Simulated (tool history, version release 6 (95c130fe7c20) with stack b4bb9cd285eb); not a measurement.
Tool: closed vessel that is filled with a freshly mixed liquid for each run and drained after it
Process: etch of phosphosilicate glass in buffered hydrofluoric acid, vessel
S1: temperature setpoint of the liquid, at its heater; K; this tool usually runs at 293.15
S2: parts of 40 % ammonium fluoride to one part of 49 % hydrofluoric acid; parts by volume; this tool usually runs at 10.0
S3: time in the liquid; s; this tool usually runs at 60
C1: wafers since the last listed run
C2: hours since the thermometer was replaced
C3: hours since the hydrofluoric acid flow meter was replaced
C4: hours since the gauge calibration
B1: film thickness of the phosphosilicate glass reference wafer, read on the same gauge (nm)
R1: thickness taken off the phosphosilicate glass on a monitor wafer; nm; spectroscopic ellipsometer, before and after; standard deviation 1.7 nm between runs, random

Run 1, hour 0.0: usual settings but S2 11.5 parts by volume; C1 0; C2 1350.4; C3 964.9; C4 700.0; B1 50.07. Result: R1 444.44 nm.
Run 2, hour 68.5: usual settings but S2 11.5 parts by volume; C1 5205; C2 1418.9; C3 1033.4; C4 768.5; B1 50.05. Result: R1 443.74 nm.
Run 3, hour 111.4: usual settings but S2 11.5 parts by volume; C1 3260; C2 1461.8; C3 1076.3; C4 811.4; B1 49.99. Result: R1 442.25 nm.
Run 4, hour 169.8: usual settings; C1 4437; C2 1520.2; C3 1134.7; C4 869.8; B1 49.95. Result: R1 510.33 nm.
Run 5, hour 254.1: usual settings; C1 6406; C2 1604.5; C3 1219.0; C4 954.1; B1 49.98. Result: R1 508.20 nm.
Run 6, hour 354.2: usual settings; C1 7606; C2 1704.6; C3 1319.1; C4 1054.2; B1 50.03. Result: R1 501.95 nm.
Run 7, hour 418.1: usual settings but S1 291.65 K, S3 75 s; C1 4855; C2 1768.5; C3 1383.0; C4 1118.1; B1 50.01. Result: R1 580.66 nm.
Run 8, hour 629.8: usual settings but S1 291.65 K, S3 75 s; C1 16087; C2 1980.2; C3 1594.7; C4 1329.8; B1 50.01. Result: R1 577.42 nm.
Run 9, hour 666.6: usual settings but S3 85 s; C1 2796; C2 2017.0; C3 1631.5; C4 1366.6; B1 49.97. Result: R1 707.18 nm.
Run 10, hour 703.2: usual settings but S3 85 s; C1 2781; C2 2053.6; C3 1668.1; C4 1403.2; B1 49.98. Result: R1 709.94 nm.
Run 11, hour 797.6: usual settings but S1 290.15 K, S2 13.0 parts by volume; C1 7173; C2 2148.0; C3 1762.5; C4 1497.6; B1 50.01. Result: R1 327.46 nm.
Run 12, hour 872.7: usual settings but S1 290.15 K, S2 12.5 parts by volume, S3 70 s; C1 5706; C2 2223.1; C3 1837.6; C4 1572.7; B1 49.94. Result: R1 393.73 nm.
At hour 893.9: gauge calibrated.
Run 13, hour 947.2: usual settings; C1 5661; C2 2297.6; C3 1912.1; C4 53.3; B1 49.98. Result: R1 498.53 nm.
Run 14, hour 999.2: usual settings but S3 75 s; C1 3951; C2 2349.6; C3 1964.1; C4 105.3; B1 50.05. Result: R1 619.40 nm.
Run 15, hour 1071.6: usual settings but S1 290.15 K, S2 9.0 parts by volume, S3 50 s; C1 5501; C2 2422.0; C3 2036.5; C4 177.7; B1 50.01. Result: R1 380.46 nm.
At hour 1081.1: thermometer replaced.
Run 16, hour 1127.7: usual settings but S1 290.15 K; C1 4187; C2 46.6; C3 2092.6; C4 233.8; B1 49.98. Result: R1 416.75 nm.
At hour 1140.5: hydrofluoric acid flow meter replaced.
Run 17, hour 1190.9: usual settings but S3 50 s; C1 4726; C2 109.8; C3 50.4; C4 297.0; B1 50.00. Result: R1 434.85 nm.
Run 18, hour 1479.5: usual settings but S1 290.15 K; C1 21930; C2 398.4; C3 339.0; C4 585.6; B1 50.02. Result: R1 435.24 nm.
Run 19, hour 1584.5: usual settings but S1 290.15 K, S2 13.5 parts by volume, S3 85 s; C1 7979; C2 503.4; C3 444.0; C4 690.6; B1 50.00. Result: R1 459.93 nm.
Run 20, hour 1657.5: usual settings but S1 291.65 K, S2 7.0 parts by volume; C1 5547; C2 576.4; C3 517.0; C4 763.6; B1 50.01. Result: R1 665.93 nm.
Run 21, hour 1711.0: usual settings; C1 4065; C2 629.9; C3 570.5; C4 817.1; B1 49.99. Result: R1 513.99 nm.

Each row is a separate what-if for the run after 21, all from the same tool condition, not one after another. Results?
Run A, hour 1711.7: usual settings but S3 95 s; C1 53; C2 630.6; C3 571.2; C4 817.8; B1 ?. Result: R1 ?.
Run B, hour 1711.7: usual settings but S1 290.15 K, S2 12.5 parts by volume; C1 53; C2 630.6; C3 571.2; C4 817.8; B1 ?. Result: R1 ?.
Run C, hour 1711.7: usual settings but S1 297.65 K, S3 90 s; C1 53; C2 630.6; C3 571.2; C4 817.8; B1 ?. Result: R1 ?.

run     B1      R1
  A  50.01  811.41
  B  50.01  347.74
  C  50.01  985.28
Stripped of hidden state, with their random variation kept, the same runs would have yielded:
run       R1
  A   826.41
  B   354.23
  C  1003.47

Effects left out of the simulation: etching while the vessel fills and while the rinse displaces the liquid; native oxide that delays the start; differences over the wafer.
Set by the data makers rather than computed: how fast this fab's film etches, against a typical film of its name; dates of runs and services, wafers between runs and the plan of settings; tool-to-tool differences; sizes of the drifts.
